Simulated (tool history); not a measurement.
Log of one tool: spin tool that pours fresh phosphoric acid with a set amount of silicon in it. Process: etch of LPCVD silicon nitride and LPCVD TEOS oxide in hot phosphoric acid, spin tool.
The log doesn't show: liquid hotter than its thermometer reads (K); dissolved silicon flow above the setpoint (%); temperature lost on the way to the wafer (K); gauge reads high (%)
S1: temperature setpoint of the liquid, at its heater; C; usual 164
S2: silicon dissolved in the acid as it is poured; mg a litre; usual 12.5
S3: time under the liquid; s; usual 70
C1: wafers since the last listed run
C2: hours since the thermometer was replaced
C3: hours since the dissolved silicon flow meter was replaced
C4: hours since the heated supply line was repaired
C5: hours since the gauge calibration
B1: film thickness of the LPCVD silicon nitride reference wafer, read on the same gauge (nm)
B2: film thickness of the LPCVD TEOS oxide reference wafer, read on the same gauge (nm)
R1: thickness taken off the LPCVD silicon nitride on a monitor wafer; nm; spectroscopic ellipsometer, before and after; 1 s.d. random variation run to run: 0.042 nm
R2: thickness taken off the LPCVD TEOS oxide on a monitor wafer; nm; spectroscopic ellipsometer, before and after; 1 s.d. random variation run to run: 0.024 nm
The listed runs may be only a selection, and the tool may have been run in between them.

| run | hour | S1 | S2 | S3 | C1 | C2 | C3 | C4 | C5 | B1 | B2 | R1 | R2 |
|---|---|---|---|---|---|---|---|---|---|---|---|---|---|
| 1 | 0 | 164 | 12.5 | 85 | 0 | 2971.8 | 988 | 667.2 | 92.6 | 30.01 | 120 | 7.84 | 0.397 |
| 2 | 10.2 | 164 | 12.5 | 85 | 119 | 2982 | 998.2 | 677.4 | 102.8 | 30.03 | 119.977 | 7.93 | 0.45 |
| 3 | 26.7 | 164 | 12.5 | 70 | 192 | 2998.5 | 1014.7 | 693.9 | 119.3 | 30 | 120.032 | 6.47 | 0.322 |
| 4 | 38.1 | 164 | 12.5 | 70 | 133 | 3009.9 | 1026.1 | 705.3 | 130.7 | 29.99 | 120.012 | 6.49 | 0.383 |
| 5 | 48.6 | 163 | 6.5 | 70 | 122 | 3020.4 | 1036.6 | 715.8 | 141.2 | 29.99 | 119.985 | 6.31 | 0.385 |
| 6 | 56.8 | 164 | 8.5 | 70 | 95 | 3028.6 | 1044.8 | 724 | 149.4 | 30 | 119.983 | 6.5 | 0.331 |
| 7 | 68.3 | 164 | 9.5 | 70 | 134 | 3040.1 | 1056.3 | 735.5 | 160.9 | 30.02 | 120 | 6.56 | 0.343 |
| 8 | 74.8 | 164 | 9.5 | 70 | 75 | 3046.6 | 1062.8 | 742 | 167.4 | 30 | 120.012 | 6.4 | 0.364 |
| 9 | 82.8 | 164 | 12.5 | 70 | 93 | 3054.6 | 1070.8 | 750 | 175.4 | 30.01 | 119.994 | 6.47 | 0.34 |
| 10 | 95.7 | 164 | 12.5 | 70 | 150 | 3067.5 | 1083.7 | 762.9 | 188.3 | 29.99 | 120.002 | 6.48 | 0.317 |
|  | 118.1 | thermometer replaced |
|  | 128.7 | dissolved silicon flow meter replaced |
| 11 | 144.2 | 163 | 18.5 | 55 | 543 | 26.1 | 15.5 | 811.4 | 236.8 | 29.98 | 120.038 | 4.98 | 0.205 |
| 12 | 154.9 | 166.5 | 18 | 100 | 125 | 36.8 | 26.2 | 822.1 | 247.5 | 30.01 | 119.994 | 10.11 | 0.581 |
| 13 | 171.4 | 166.5 | 12.5 | 50 | 192 | 53.3 | 42.7 | 838.6 | 264 | 30.01 | 119.998 | 5.04 | 0.291 |
| 14 | 180.7 | 164 | 12.5 | 70 | 108 | 62.6 | 52 | 847.9 | 273.3 | 30.01 | 120.036 | 6.48 | 0.388 |
| 15 | 197.8 | 166 | 12.5 | 70 | 199 | 79.7 | 69.1 | 865 | 290.4 | 30.03 | 120.008 | 6.93 | 0.41 |
| 16 | 209.8 | 164 | 12.5 | 70 | 140 | 91.7 | 81.1 | 877 | 302.4 | 29.99 | 119.996 | 6.52 | 0.353 |
|  | 220.8 | heated supply line repaired |
|  | 226.5 | gauge calibrated |
| 17 | 227.5 | 162.5 | 16.5 | 30 | 195 | 109.4 | 98.8 | 6.7 | 1 | 30.02 | 119.995 | 2.67 | 0.12 |
| 18 | 238.6 | 164 | 5.5 | 70 | 129 | 120.5 | 109.9 | 17.8 | 12.1 | 30.01 | 119.999 | 6.52 | 0.421 |
| 19 | 253.2 | 165 | 20.5 | 110 | 170 | 135.1 | 124.5 | 32.4 | 26.7 | 30.02 | 119.982 | 10.51 | 0.469 |
| 20 | 292.9 | 164 | 6.5 | 95 | 464 | 174.8 | 164.2 | 72.1 | 66.4 | 30.02 | 119.99 | 8.8 | 0.514 |
| 21 | 305 | 166 | 20 | 55 | 141 | 186.9 | 176.3 | 84.2 | 78.5 | 29.98 | 120 | 5.43 | 0.246 |

Predict each of these 5 candidate next runs independently; none follows another, all start after run 21:
| A | 305.4 | 164 | 12.5 | 70 | 4 | 187.3 | 176.7 | 84.6 | 78.9 | ? | ? | ? | ? |
| B | 305.4 | 161.5 | 15.5 | 50 | 4 | 187.3 | 176.7 | 84.6 | 78.9 | ? | ? | ? | ? |
| C | 305.4 | 164 | 12.5 | 40 | 4 | 187.3 | 176.7 | 84.6 | 78.9 | ? | ? | ? | ? |
| D | 305.4 | 164 | 12.5 | 55 | 4 | 187.3 | 176.7 | 84.6 | 78.9 | ? | ? | ? | ? |
| E | 305.4 | 167 | 22 | 85 | 4 | 187.3 | 176.7 | 84.6 | 78.9 | ? | ? | ? | ? |

| run | B1 | B2 | R1 | R2 |
|---|---|---|---|---|
| A | 30.01 | 119.994 | 6.54 | 0.34 |
| B | 30.01 | 119.994 | 4.3 | 0.188 |
| C | 30.01 | 119.994 | 3.74 | 0.194 |
| D | 30.01 | 119.994 | 5.14 | 0.267 |
| E | 30.01 | 119.994 | 8.76 | 0.399 |
Stripped of hidden state, with their random variation kept, the same runs would have yielded:
| run | R1 | R2 |
|---|---|---|
| A | 6.54 | 0.34 |
| B | 4.3 | 0.188 |
| C | 3.74 | 0.194 |
| D | 5.14 | 0.267 |
| E | 8.76 | 0.399 |
